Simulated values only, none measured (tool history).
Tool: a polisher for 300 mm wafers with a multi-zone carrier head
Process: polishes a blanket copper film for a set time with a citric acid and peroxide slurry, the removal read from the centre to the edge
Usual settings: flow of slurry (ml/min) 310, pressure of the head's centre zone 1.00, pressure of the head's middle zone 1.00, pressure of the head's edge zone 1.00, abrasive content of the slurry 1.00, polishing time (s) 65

| run | hour | flow of slurry (ml/min) | pressure of the head's centre zone | pressure of the head's middle zone | pressure of the head's edge zone | abrasive content of the slurry | polishing time (s) | incoming thickness of the incoming film, nm | film removed at the wafer's centre (angstrom) | film removed at mid-radius (angstrom) | film removed at the wafer's edge (angstrom) |
|---|---|---|---|---|---|---|---|---|---|---|---|
| 1 | 0.0 | 310 | 1.00 | 1.00 | 1.00 | 1.00 | 65 | 1207.4 | 1336 | 1188 | 1178 |
| 2 | 10.3 | 310 | 1.00 | 1.00 | 1.00 | 1.00 | 65 | 1193.3 | 1344 | 1204 | 1199 |
| 3 | 17.0 | 360 | 1.00 | 1.00 | 1.00 | 1.00 | 65 | 1217.1 | 1359 | 1223 | 1198 |
| 4 | 34.0 | 310 | 1.00 | 1.00 | 1.00 | 1.00 | 65 | 1220.3 | 1346 | 1193 | 1179 |
| 5 | 51.9 | 310 | 1.00 | 1.00 | 1.00 | 1.00 | 65 | 1204.3 | 1353 | 1212 | 1195 |
|  | 57.6 | edge zone pressure recalibrated |
|  | 60.9 | worn pad replaced by a new one |
|  | 65.0 | centre zone pressure recalibrated |
|  | 74.2 | carrier head's membrane replaced by a new one |
| 6 | 74.7 | 310 | 1.00 | 1.00 | 1.00 | 1.00 | 65 | 1229.5 | 1183 | 1226 | 1203 |
| 7 | 75.6 | 310 | 1.00 | 1.00 | 1.00 | 1.00 | 65 | 1216.5 | 1183 | 1229 | 1190 |
|  | 78.2 | slurry nozzle cleaned |
| 8 | 93.3 | 365 | 1.00 | 1.00 | 0.95 | 1.00 | 74 | 1196.0 | 1368 | 1411 | 1333 |
| 9 | 107.4 | 310 | 1.00 | 0.95 | 1.00 | 1.00 | 65 | 1189.4 | 1176 | 1161 | 1175 |
| 10 | 117.5 | 310 | 1.00 | 1.00 | 1.00 | 1.00 | 65 | 1205.3 | 1176 | 1218 | 1199 |
| 11 | 127.2 | 310 | 1.08 | 1.00 | 1.00 | 1.00 | 65 | 1227.8 | 1266 | 1209 | 1196 |
| 12 | 134.8 | 255 | 1.00 | 1.08 | 0.95 | 1.00 | 65 | 1225.5 | 1146 | 1265 | 1156 |
| 13 | 149.4 | 415 | 1.00 | 1.00 | 1.00 | 1.15 | 65 | 1233.0 | 1238 | 1271 | 1262 |
| 14 | 156.3 | 365 | 1.00 | 1.04 | 1.00 | 1.25 | 65 | 1211.1 | 1259 | 1336 | 1274 |

Forecast each of these 4 alternatives for the next run:
| A | 156.7 | 310 | 1.00 | 1.00 | 1.00 | 1.00 | 65 | 1207.3 | ? | ? | ? |
| B | 156.7 | 215 | 1.00 | 1.00 | 1.00 | 1.00 | 65 | 1207.3 | ? | ? | ? |
| C | 156.7 | 220 | 1.00 | 1.00 | 1.00 | 1.00 | 65 | 1207.3 | ? | ? | ? |
| D | 156.7 | 310 | 1.10 | 0.93 | 1.00 | 0.75 | 65 | 1207.3 | ? | ? | ? |

| run | film removed at the wafer's centre (angstrom) | film removed at mid-radius (angstrom) | film removed at the wafer's edge (angstrom) |
|---|---|---|---|
| A | 1175 | 1199 | 1213 |
| B | 1114 | 1143 | 1170 |
| C | 1119 | 1147 | 1174 |
| D | 1211 | 1056 | 1138 |
Without the tool's hidden state the same runs would have given:
| run | film removed at the wafer's centre (angstrom) | film removed at mid-radius (angstrom) | film removed at the wafer's edge (angstrom) |
|---|---|---|---|
| A | 1198 | 1214 | 1229 |
| B | 1136 | 1158 | 1185 |
| C | 1141 | 1162 | 1189 |
| D | 1235 | 1070 | 1153 |
